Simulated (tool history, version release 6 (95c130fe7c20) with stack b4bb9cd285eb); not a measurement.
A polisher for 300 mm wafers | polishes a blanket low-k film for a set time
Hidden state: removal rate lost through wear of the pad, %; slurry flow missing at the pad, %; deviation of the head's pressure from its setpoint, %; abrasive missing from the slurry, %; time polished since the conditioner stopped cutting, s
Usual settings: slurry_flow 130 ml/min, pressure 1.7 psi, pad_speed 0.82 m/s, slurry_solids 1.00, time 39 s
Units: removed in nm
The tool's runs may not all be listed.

run	hour	slurry_flow	pressure	pad_speed	slurry_solids	time	wafers since the last listed run	wafers polished on this pad	hours since the slurry nozzle was cleaned	hours since the head pressure was calibrated	hours since the slurry blender was calibrated	hours since the conditioning disc was replaced	incoming thickness of the incoming film, nm	removed
1	0.0	130	1.7	0.82	1.00	39	0	1989	457.4	315.6	468.8	40.4	619.1	13.4
# hour 86.4: slurry blender recalibrated
2	105.9	130	1.7	0.82	1.00	39	1003	2993	563.3	421.5	19.5	146.3	619.1	13.4
3	181.4	130	1.7	0.82	1.00	39	729	3722	638.8	497.0	95.0	221.8	632.2	13.3
4	241.1	130	1.7	0.82	0.80	39	576	4299	698.5	556.7	154.7	281.5	620.8	12.0
5	287.2	130	1.7	0.82	0.80	39	445	4744	744.6	602.8	200.8	327.6	622.1	11.9
6	340.8	130	1.4	0.82	1.00	39	517	5262	798.2	656.4	254.4	381.2	623.6	10.7
7	386.9	165	1.7	0.82	0.90	29	445	5707	844.3	702.5	300.5	427.3	627.0	9.5
# hour 401.2: slurry nozzle cleaned
# hour 472.8: worn pad replaced by a new one
8	503.1	130	2.1	0.64	1.15	44	1074	292	101.9	818.7	416.7	543.5	623.7	15.2
# hour 570.3: conditioning disc replaced and pad reconditioned
9	598.6	130	1.7	0.54	0.90	50	903	1195	197.4	914.2	512.2	28.3	626.8	11.7
10	669.1	130	1.7	0.82	1.15	39	680	1876	267.9	984.7	582.7	98.8	615.5	14.5
# hour 672.8: slurry blender recalibrated
11	717.6	130	1.7	0.82	1.00	39	449	2325	316.4	1033.2	44.8	147.3	609.3	13.5
12	769.1	115	1.7	0.64	1.20	39	497	2823	367.9	1084.7	96.3	198.8	624.9	11.8
13	818.0	100	1.7	0.98	1.00	43	472	3295	416.8	1133.6	145.2	247.7	629.0	15.7
# hour 830.9: head pressure recalibrated
14	901.4	150	2.0	0.54	1.00	39	786	4081	500.2	70.5	228.6	331.1	613.2	11.3
15	970.4	130	1.7	0.82	1.00	39	666	4748	569.2	139.5	297.6	400.1	624.5	12.9
16	1027.2	130	1.7	0.62	1.25	39	548	5296	626.0	196.3	354.4	456.9	608.7	11.4
# hour 1048.4: worn pad replaced by a new one
17	1083.3	130	1.7	0.82	1.00	39	503	336	682.1	252.4	410.5	513.0	627.0	12.8
# hour 1110.7: slurry nozzle cleaned
18	1125.2	165	1.7	0.92	1.00	39	395	731	14.5	294.3	452.4	554.9	628.0	14.2
19	1184.8	165	2.3	0.66	0.85	39	575	1307	74.1	353.9	512.0	614.5	617.6	13.3
# hour 1210.7: slurry blender recalibrated
20	1240.7	155	2.2	0.82	0.80	39	520	1828	130.0	409.8	30.0	670.4	619.3	14.2
# hour 1244.2: conditioning disc replaced and pad reconditioned
21	1301.6	130	1.7	0.82	1.10	31	568	2397	190.9	470.7	90.9	57.4	624.7	11.2
22	1355.1	90	1.7	0.82	1.00	26	516	2913	244.4	524.2	144.4	110.9	631.8	8.6
23	1458.0	130	1.7	0.82	1.00	39	993	3907	347.3	627.1	247.3	213.8	614.0	13.3
24	1549.4	130	1.5	0.82	1.00	39	882	4790	438.7	718.5	338.7	305.2	617.7	11.8
25	1654.1	130	1.7	0.82	1.00	39	1011	5802	543.4	823.2	443.4	409.9	622.8	13.0
# hour 1706.2: worn pad replaced by a new one
26	1761.9	130	2.0	0.56	0.85	33	1002	538	651.2	931.0	551.2	517.7	616.1	8.8

Some steps in removed between neighbouring runs. How much of each would the tool show without its hidden state too (settings, what came in, random variation), and how much is left for the hidden state, with any gauge scatter that isn't in both results?
Run 7 -> 8: slurry_flow 165 -> 130, pressure 1.7 -> 2.1, pad_speed 0.82 -> 0.64, slurry_solids 0.90 -> 1.15, time 29 -> 44, slurry nozzle cleaned, worn pad replaced by a new one. removed +5.7 nm: hidden state -0.7, all else +6.4.
Run 8 -> 9: pressure 2.1 -> 1.7, pad_speed 0.64 -> 0.54, slurry_solids 1.15 -> 0.90, time 44 -> 50, conditioning disc replaced and pad reconditioned. removed -3.5 nm: hidden state +1.0, all else -4.5.
Run 20 -> 21: slurry_flow 155 -> 130, pressure 2.2 -> 1.7, slurry_solids 0.80 -> 1.10, time 39 -> 31, conditioning disc replaced and pad reconditioned. removed -3.0 nm: hidden state +1.9, all else -4.9.
Run 22 -> 23: slurry_flow 90 -> 130, time 26 -> 39. removed +4.7 nm: hidden state -0.1, all else +4.8.
